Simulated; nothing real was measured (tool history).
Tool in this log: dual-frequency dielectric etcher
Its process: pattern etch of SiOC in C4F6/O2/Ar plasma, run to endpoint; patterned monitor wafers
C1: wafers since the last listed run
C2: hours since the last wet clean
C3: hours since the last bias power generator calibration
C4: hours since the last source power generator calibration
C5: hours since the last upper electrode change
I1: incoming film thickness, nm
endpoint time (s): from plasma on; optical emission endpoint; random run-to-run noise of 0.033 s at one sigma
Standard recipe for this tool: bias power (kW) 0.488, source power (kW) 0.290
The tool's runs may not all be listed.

{"run": 1, "hour": 0.0, "bias power (kW)": 0.488, "source power (kW)": 0.29, "C1": 0, "C2": 243.6, "C3": 1383.3, "C4": 1647.4, "C5": 4025.6, "I1": 28.71, "endpoint time (s)": 11.4}
{"run": 2, "hour": 49.3, "bias power (kW)": 0.488, "source power (kW)": 0.29, "C1": 774, "C2": 292.9, "C3": 1432.6, "C4": 1696.7, "C5": 4074.9, "I1": 28.55, "endpoint time (s)": 11.4}
{"run": 3, "hour": 111.5, "bias power (kW)": 0.516, "source power (kW)": 0.29, "C1": 977, "C2": 355.1, "C3": 1494.8, "C4": 1758.9, "C5": 4137.1, "I1": 28.64, "endpoint time (s)": 11.2}
{"run": 4, "hour": 136.4, "bias power (kW)": 0.516, "source power (kW)": 0.29, "C1": 391, "C2": 380.0, "C3": 1519.7, "C4": 1783.8, "C5": 4162.0, "I1": 28.55, "endpoint time (s)": 11.2}
{"run": 5, "hour": 164.7, "bias power (kW)": 0.488, "source power (kW)": 0.29, "C1": 444, "C2": 408.3, "C3": 1548.0, "C4": 1812.1, "C5": 4190.3, "I1": 28.52, "endpoint time (s)": 11.5}
{"hour": 189.0, "done": "wet clean of the chamber"}
{"hour": 241.7, "done": "upper electrode replaced"}
{"run": 6, "hour": 242.2, "bias power (kW)": 0.488, "source power (kW)": 0.29, "C1": 463, "C2": 53.2, "C3": 1625.5, "C4": 1889.6, "C5": 0.5, "I1": 28.56, "endpoint time (s)": 11.3}
{"run": 7, "hour": 295.8, "bias power (kW)": 0.488, "source power (kW)": 0.32, "C1": 842, "C2": 106.8, "C3": 1679.1, "C4": 1943.2, "C5": 54.1, "I1": 28.88, "endpoint time (s)": 11.1}
{"run": 8, "hour": 340.7, "bias power (kW)": 0.556, "source power (kW)": 0.29, "C1": 705, "C2": 151.7, "C3": 1724.0, "C4": 1988.1, "C5": 99.0, "I1": 28.5, "endpoint time (s)": 10.5}
{"hour": 351.4, "done": "source power generator calibrated"}
{"hour": 355.4, "done": "bias power generator calibrated"}
{"run": 9, "hour": 379.3, "bias power (kW)": 0.4, "source power (kW)": 0.31, "C1": 480, "C2": 190.3, "C3": 23.9, "C4": 27.9, "C5": 137.6, "I1": 28.71, "endpoint time (s)": 12.2}
{"run": 10, "hour": 445.5, "bias power (kW)": 0.541, "source power (kW)": 0.32, "C1": 1040, "C2": 256.5, "C3": 90.1, "C4": 94.1, "C5": 203.8, "I1": 28.62, "endpoint time (s)": 10.3}
{"run": 11, "hour": 481.8, "bias power (kW)": 0.454, "source power (kW)": 0.33, "C1": 570, "C2": 292.8, "C3": 126.4, "C4": 130.4, "C5": 240.1, "I1": 29.13, "endpoint time (s)": 11.4}
{"run": 12, "hour": 534.0, "bias power (kW)": 0.394, "source power (kW)": 0.29, "C1": 820, "C2": 345.0, "C3": 178.6, "C4": 182.6, "C5": 292.3, "I1": 28.68, "endpoint time (s)": 12.7}
{"run": 13, "hour": 578.0, "bias power (kW)": 0.488, "source power (kW)": 0.29, "C1": 691, "C2": 389.0, "C3": 222.6, "C4": 226.6, "C5": 336.3, "I1": 28.94, "endpoint time (s)": 11.4}
{"hour": 621.7, "done": "wet clean of the chamber"}
{"run": 14, "hour": 622.2, "bias power (kW)": 0.379, "source power (kW)": 0.26, "C1": 317, "C2": 0.5, "C3": 266.8, "C4": 270.8, "C5": 380.5, "I1": 28.57, "endpoint time (s)": 13.2}

Same runs, no hidden state in the tool, same run-to-run variation:
Hidden state present: etch rate over this chamber's usual, %; bias power that arrives over what is set, %; source power that arrives over what is set, %.
run=1 endpoint_time_(s)=11.0
run=2 endpoint_time_(s)=11.0
run=3 endpoint_time_(s)=10.8
run=4 endpoint_time_(s)=10.7
run=5 endpoint_time_(s)=11.0
run=6 endpoint_time_(s)=11.0
run=7 endpoint_time_(s)=10.8
run=8 endpoint_time_(s)=10.2
run=9 endpoint_time_(s)=12.2
run=10 endpoint_time_(s)=10.2
run=11 endpoint_time_(s)=11.3
run=12 endpoint_time_(s)=12.5
run=13 endpoint_time_(s)=11.2
run=14 endpoint_time_(s)=13.1

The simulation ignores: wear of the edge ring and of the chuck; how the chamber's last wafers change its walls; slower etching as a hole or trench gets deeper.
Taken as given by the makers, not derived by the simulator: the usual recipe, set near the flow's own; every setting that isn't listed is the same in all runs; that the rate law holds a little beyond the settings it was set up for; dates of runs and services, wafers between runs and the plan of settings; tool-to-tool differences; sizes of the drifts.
